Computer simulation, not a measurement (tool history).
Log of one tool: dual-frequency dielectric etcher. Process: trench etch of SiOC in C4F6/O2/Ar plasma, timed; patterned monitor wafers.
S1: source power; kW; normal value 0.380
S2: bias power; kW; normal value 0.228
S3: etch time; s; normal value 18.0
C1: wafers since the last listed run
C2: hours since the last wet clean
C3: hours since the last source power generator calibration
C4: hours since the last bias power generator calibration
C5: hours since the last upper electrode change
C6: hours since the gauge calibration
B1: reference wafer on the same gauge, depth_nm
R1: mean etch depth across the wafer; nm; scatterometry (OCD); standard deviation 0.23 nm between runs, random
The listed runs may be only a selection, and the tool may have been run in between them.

run    hour     S1     S2    S3    C1     C2      C3      C4      C5      C6     B1     R1
  1     0.0  0.380  0.228  18.0     0  228.7  4291.2  4299.3  5039.5   453.6  33.00  38.85
  2    66.2  0.380  0.228  18.0  1372  294.9  4357.4  4365.5  5105.7   519.8  33.01  38.14
  3   121.9  0.380  0.228  18.0  1154  350.6  4413.1  4421.2  5161.4   575.5  32.97  38.43
      206.4  -- wet clean of the chamber
  4   206.9  0.380  0.228  18.0  1264    0.5  4498.1  4506.2  5246.4   660.5  33.04  40.40
  5   214.5  0.380  0.228  18.0   157    8.1  4505.7  4513.8  5254.0   668.1  33.05  39.85
  6   245.9  0.380  0.228  18.0   650   39.5  4537.1  4545.2  5285.4   699.5  33.03  40.00
  7   275.4  0.380  0.228  20.0   611   69.0  4566.6  4574.7  5314.9   729.0  32.88  44.40
      325.8  -- bias power generator calibrated
  8   326.3  0.380  0.228  20.0   972  119.9  4617.5     0.5  5365.8   779.9  33.10  44.04
  9   368.0  0.380  0.228  18.0   864  161.6  4659.2    42.2  5407.5   821.6  33.00  39.71
      427.4  -- upper electrode replaced
 10   427.9  0.380  0.228  18.0   744  221.5  4719.1   102.1     0.5   881.5  32.99  38.96
 11   479.3  0.380  0.228  18.0  1065  272.9  4770.5   153.5    51.9   932.9  32.98  38.61
      507.1  -- source power generator calibrated
      557.9  -- wet clean of the chamber
 12   558.4  0.460  0.189  21.0  1059    0.5    51.3   232.6   131.0  1012.0  32.93  48.11
 13   612.1  0.380  0.228  18.0  1113   54.2   105.0   286.3   184.7  1065.7  33.00  39.41
 14   659.8  0.300  0.171  15.5   988  101.9   152.7   334.0   232.4  1113.4  32.98  25.47
 15   692.6  0.350  0.187  15.5   679  134.7   185.5   366.8   265.2  1146.2  33.02  29.04
 16   718.8  0.460  0.261  22.0   543  160.9   211.7   393.0   291.4  1172.4  33.01  56.02
 17   824.9  0.380  0.228  22.0  2199  267.0   317.8   499.1   397.5  1278.5  32.95  47.11
 18   863.0  0.380  0.228  18.0   789  305.1   355.9   537.2   435.6  1316.6  32.97  38.30
 19   904.6  0.320  0.207  22.0   862  346.7   397.5   578.8   477.2  1358.2  33.04  39.88
 20   964.6  0.440  0.206  23.0  1243  406.7   457.5   638.8   537.2  1418.2  32.92  50.29
      989.1  -- wet clean of the chamber
 21   991.1  0.470  0.228  18.0    51    2.0   484.0   665.3   563.7  1444.7  33.01  45.23
     1041.8  -- gauge calibrated
 22  1044.5  0.380  0.228  18.0  1106   55.4   537.4   718.7   617.1     2.7  33.02  39.74
 23  1085.4  0.380  0.228  18.0   847   96.3   578.3   759.6   658.0    43.6  33.03  39.48
 24  1131.8  0.380  0.228  18.0   961  142.7   624.7   806.0   704.4    90.0  33.08  39.42
 25  1201.8  0.340  0.214  13.0  1450  212.7   694.7   876.0   774.4   160.0  32.99  25.55
 26  1243.3  0.380  0.172  18.0   860  254.2   736.2   917.5   815.9   201.5  32.95  33.82
     1335.4  -- wet clean of the chamber
 27  1335.9  0.430  0.195  20.5  1421    0.5   828.8  1010.1   908.5   294.1  32.97  45.99
 28  1359.2  0.310  0.253  19.5   482   23.8   852.1  1033.4   931.8   317.4  32.96  39.88
 29  1427.0  0.380  0.228  18.0  1405   91.6   919.9  1101.2   999.6   385.2  33.05  39.88

Hidden condition of the tool, last listed run before each entry between runs versus first listed run after:
Run 3 -> run 4: wet clean of the chamber (hour 206.4)
  etch rate over this chamber's usual, %: -5.17 -> 0.386
  measured value less the no-hidden-state value, R1: -2.09 -> +0.15 nm
Run 7 -> run 8: bias power generator calibrated (hour 325.8)
  etch rate over this chamber's usual, %: -0.534 -> -1.22
  measured value less the no-hidden-state value, R1: -0.24 -> -0.54 nm
Run 9 -> run 10: upper electrode replaced (hour 427.4)
  etch rate over this chamber's usual, %: -1.78 -> -2.58
  measured value less the no-hidden-state value, R1: -0.72 -> -1.03 nm
Run 11 -> run 12: source power generator calibrated (hour 507.1); wet clean of the chamber (hour 557.9)
  etch rate over this chamber's usual, %: -3.27 -> -0.695
  measured value less the no-hidden-state value, R1: -1.30 -> -0.34 nm
Run 20 -> run 21: wet clean of the chamber (hour 989.1)
  etch rate over this chamber's usual, %: -6.15 -> -0.467
  measured value less the no-hidden-state value, R1: -3.30 -> -0.21 nm
Run 21 -> run 22: gauge calibrated (hour 1041.8)
  etch rate over this chamber's usual, %: -0.467 -> -1.18
  measured value less the no-hidden-state value, R1: -0.21 -> -0.48 nm
Run 26 -> run 27: wet clean of the chamber (hour 1335.4)
  etch rate over this chamber's usual, %: -3.86 -> 0.698
  measured value less the no-hidden-state value, R1: -1.36 -> +0.32 nm
